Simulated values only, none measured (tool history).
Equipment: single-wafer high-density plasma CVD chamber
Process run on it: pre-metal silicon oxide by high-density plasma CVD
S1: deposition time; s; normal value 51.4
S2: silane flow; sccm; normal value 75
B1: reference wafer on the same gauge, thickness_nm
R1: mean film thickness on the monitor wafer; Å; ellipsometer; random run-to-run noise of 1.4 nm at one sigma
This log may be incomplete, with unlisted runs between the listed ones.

run 1 day=0 | S1=51.4 S2=64 | B1=327.815 | R1=2981.32
run 2 day=1.192 | S1=51.4 S2=75 | B1=328.038 | R1=3475.8
run 3 day=2.375 | S1=51.4 S2=75 | B1=327.683 | R1=3490.64
run 4 day=3.708 | S1=44.7 S2=82 | B1=328.269 | R1=3320.83
run 5 day=5.088 | S1=51.4 S2=84 | B1=328.037 | R1=3909.22
run 6 day=6.354 | S1=51.4 S2=84 | B1=328.139 | R1=3908.36
run 7 day=6.879 | S1=51.4 S2=84 | B1=327.923 | R1=3858.81
run 8 day=8.279 | S1=51.4 S2=75 | B1=327.807 | R1=3445.91
run 9 day=8.788 | S1=51.4 S2=75 | B1=328.165 | R1=3452.52
run 10 day=9.992 | S1=51.4 S2=75 | B1=328.196 | R1=3489.65
run 11 day=11.075 | S1=51.4 S2=75 | B1=327.899 | R1=3452.5
run 12 day=12.146 | S1=51.4 S2=75 | B1=327.844 | R1=3445.51
run 13 day=12.938 | S1=58.5 S2=75 | B1=327.982 | R1=3951.66
run 14 day=13.512 | S1=58.5 S2=75 | B1=327.725 | R1=3927.12
run 15 day=14.708 | S1=44.6 S2=75 | B1=328.074 | R1=2972.41
run 16 day=16.079 | S1=44.6 S2=75 | B1=327.873 | R1=2988.51
run 17 day=16.921 | S1=44.6 S2=75 | B1=327.862 | R1=2990.95
run 18 day=17.733 | S1=51.4 S2=75 | B1=327.81 | R1=3468.91
run 19 day=18.883 | S1=59.5 S2=75 | B1=327.796 | R1=3983.33
run 20 day=19.462 | S1=59.5 S2=75 | B1=328.177 | R1=3980.32
run 21 day=20.104 | S1=59.5 S2=75 | B1=327.952 | R1=3976.83
run 22 day=20.629 | S1=51.4 S2=75 | B1=328.302 | R1=3426.99
run 23 day=21.733 | S1=51.4 S2=88 | B1=327.586 | R1=4034.9
run 24 day=23.2 | S1=51.4 S2=69 | B1=328.259 | R1=3176.56
run 25 day=24.271 | S1=51.4 S2=75 | B1=328.44 | R1=3440.48
run 26 day=25.633 | S1=44 S2=62 | B1=327.986 | R1=2431.01
run 27 day=26.267 | S1=43.6 S2=66 | B1=327.83 | R1=2586.74
run 28 day=27.479 | S1=59.5 S2=75 | B1=327.777 | R1=3973.78
run 29 day=28.338 | S1=46.1 S2=69 | B1=328.146 | R1=2831.11
run 30 day=29.221 | S1=54.5 S2=85 | B1=327.845 | R1=4116.34
run 31 day=30.442 | S1=60.2 S2=75 | B1=328.421 | R1=3972.28
-- day=30.496 gauge calibrated
run 32 day=30.988 | S1=59 S2=67 | B1=327.871 | R1=3492.57
run 33 day=32.383 | S1=51.4 S2=75 | B1=328.249 | R1=3423.3
run 34 day=33.212 | S1=56.7 S2=86 | B1=328.042 | R1=4366.69
run 35 day=34.5 | S1=58.3 S2=75 | B1=328.3 | R1=3879.04
run 36 day=35.017 | S1=51.4 S2=65 | B1=327.813 | R1=2932.04
-- day=35.504 silane flow controller replaced
run 37 day=36.05 | S1=57.5 S2=67 | B1=327.946 | R1=3636.58
run 38 day=36.946 | S1=57.8 S2=69 | B1=328.065 | R1=3764.94
run 39 day=38.179 | S1=51.4 S2=75 | B1=327.576 | R1=3671.31
run 40 day=40.438 | S1=54.9 S2=86 | B1=327.831 | R1=4458.01
run 41 day=41.35 | S1=43.4 S2=62 | B1=328.223 | R1=2548.6
run 42 day=42.812 | S1=51.4 S2=75 | B1=328.315 | R1=3637.72
run 43 day=44.021 | S1=43.4 S2=83 | B1=328.346 | R1=3399.16
run 44 day=45.717 | S1=57.2 S2=62 | B1=327.935 | R1=3348.01
run 45 day=46.658 | S1=51.4 S2=75 | B1=327.764 | R1=3607.82

Some steps in R1 between neighbouring runs. How much of each would the tool show without its hidden state too (settings, what came in, random variation), and how much is left for the hidden state, with any gauge scatter that isn't in both results?
The tool's hidden condition here consists of: delivered silane flow above the setpoint (%); gauge reads high (%).
Run 27 -> 28: S1 43.6 -> 59.5, S2 66 -> 75. R1 +1387.04 Å: hidden state -92.44, all else +1479.48.
Run 29 -> 30: S1 46.1 -> 54.5, S2 69 -> 85. R1 +1285.23 Å: hidden state -86.72, all else +1371.95.
Run 36 -> 37: S1 51.4 -> 57.5, S2 65 -> 67, silane flow controller replaced. R1 +704.54 Å: hidden state +190.67, all else +513.87.
Run 40 -> 41: S1 54.9 -> 43.4, S2 86 -> 62. R1 -1909.41 Å: hidden state +10.39, all else -1919.8.
